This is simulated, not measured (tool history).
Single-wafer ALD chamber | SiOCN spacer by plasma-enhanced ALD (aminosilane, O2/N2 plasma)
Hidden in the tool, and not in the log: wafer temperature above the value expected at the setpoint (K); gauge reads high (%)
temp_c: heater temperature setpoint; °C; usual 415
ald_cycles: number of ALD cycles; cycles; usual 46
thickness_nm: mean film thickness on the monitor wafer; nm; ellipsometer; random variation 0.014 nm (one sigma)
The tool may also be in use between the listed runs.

run   hour  temp_c  ald_cycles  wafers since the last listed run  hours since the last thermocouple change  hours since the gauge calibration  read-back reference wafer on the same gauge, thickness_nm  thickness_nm
  1    0.0     415          46                                 0                                     996.8                              247.5                                                      3.292         2.801
  2   13.8     415          46                                84                                    1010.6                              261.3                                                      3.293         2.780
  3   21.2     415          46                                45                                    1018.0                              268.7                                                      3.288         2.803
  4   38.1     415          46                               103                                    1034.9                              285.6                                                      3.292         2.790
  5   47.8     415          46                                59                                    1044.6                              295.3                                                      3.296         2.781
  6   54.4     415          46                                40                                    1051.2                              301.9                                                      3.288         2.777
  7   65.8     415          46                                70                                    1062.6                              313.3                                                      3.290         2.780
  8   80.7     415          46                                91                                    1077.5                              328.2                                                      3.294         2.761
  9   86.9     415          46                                38                                    1083.7                              334.4                                                      3.292         2.777
 10  108.2     415          46                               131                                    1105.0                              355.7                                                      3.290         2.786
 11  114.4     425          46                                38                                    1111.2                              361.9                                                      3.284         2.724
 12  124.4     407          46                                61                                    1121.2                              371.9                                                      3.289         2.880
 13  135.9     407          46                                70                                    1132.7                              383.4                                                      3.290         2.866
 14  146.8     407          46                                67                                    1143.6                              394.3                                                      3.286         2.869
 15  160.9     415          46                                86                                    1157.7                              408.4                                                      3.289         2.778
 16  171.3     415          46                                63                                    1168.1                              418.8                                                      3.291         2.776
 17  183.2     415          46                                73                                    1180.0                              430.7                                                      3.286         2.784
 18  192.7     401          40                                58                                    1189.5                              440.2                                                      3.289         2.501
     218.8  -- thermocouple changed; heater temperature recalibrated
 19  228.7     423          37                               172                                       9.9                              476.2                                                      3.289         2.201
 20  245.1     415          46                               100                                      26.3                              492.6                                                      3.289         2.783

Forecast run 21:
     252.3  -- gauge calibrated
 21  258.0     427          46                                79                                      39.2                                5.7                                                          ?             ?

{"run 21": {"read-back reference wafer on the same gauge, thickness_nm": 3.288, "thickness_nm": 2.697}}
Without the tool's hidden state the same run would have given thickness_nm 2.697 nm.
